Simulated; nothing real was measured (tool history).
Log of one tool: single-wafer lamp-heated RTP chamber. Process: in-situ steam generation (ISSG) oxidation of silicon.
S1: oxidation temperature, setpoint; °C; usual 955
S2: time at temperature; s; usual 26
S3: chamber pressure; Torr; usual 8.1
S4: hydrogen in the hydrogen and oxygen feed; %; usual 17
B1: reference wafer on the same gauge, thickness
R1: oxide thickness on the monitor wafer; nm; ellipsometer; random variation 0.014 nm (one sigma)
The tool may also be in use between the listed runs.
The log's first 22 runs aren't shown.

run 23 hour=1698.4 | S1=969 S2=26 S3=8.1 S4=21 | B1=4.969 | R1=5.78
run 24 hour=1745.6 | S1=936 S2=30 S3=7.1 S4=25 | B1=4.968 | R1=5.713
run 25 hour=1808.7 | S1=955 S2=33 S3=8.1 S4=17 | B1=4.97 | R1=5.859
run 26 hour=1881.4 | S1=955 S2=26 S3=8.1 S4=27 | B1=4.968 | R1=5.845
run 27 hour=1923.6 | S1=941 S2=32 S3=9.2 S4=11 | B1=4.963 | R1=5.007
run 28 hour=1961.7 | S1=955 S2=26 S3=8.1 S4=17 | B1=4.976 | R1=5.261
run 29 hour=2058.2 | S1=945 S2=26 S3=8.9 S4=17 | B1=4.971 | R1=5.045
run 30 hour=2099.2 | S1=955 S2=26 S3=8.5 S4=11 | B1=4.972 | R1=4.808
run 31 hour=2138.4 | S1=955 S2=29 S3=7.5 S4=11 | B1=4.966 | R1=5.034

Forecast each of these 4 alternatives for the next run:
run A hour=2138.9 | S1=955 S2=26 S3=8.1 S4=17 | B1=? | R1=?
run B hour=2138.9 | S1=955 S2=16 S3=9.4 S4=11 | B1=? | R1=?
run C hour=2138.9 | S1=970 S2=33 S3=9.5 S4=23 | B1=? | R1=?
run D hour=2138.9 | S1=939 S2=34 S3=8.1 S4=23 | B1=? | R1=?

run=A B1=4.974 R1=5.248
run=B B1=4.974 R1=3.863
run=C B1=4.974 R1=6.513
run=D B1=4.974 R1=5.99
Without the tool's hidden state the same runs would have given:
run=A R1=5.248
run=B R1=3.863
run=C R1=6.513
run=D R1=5.99

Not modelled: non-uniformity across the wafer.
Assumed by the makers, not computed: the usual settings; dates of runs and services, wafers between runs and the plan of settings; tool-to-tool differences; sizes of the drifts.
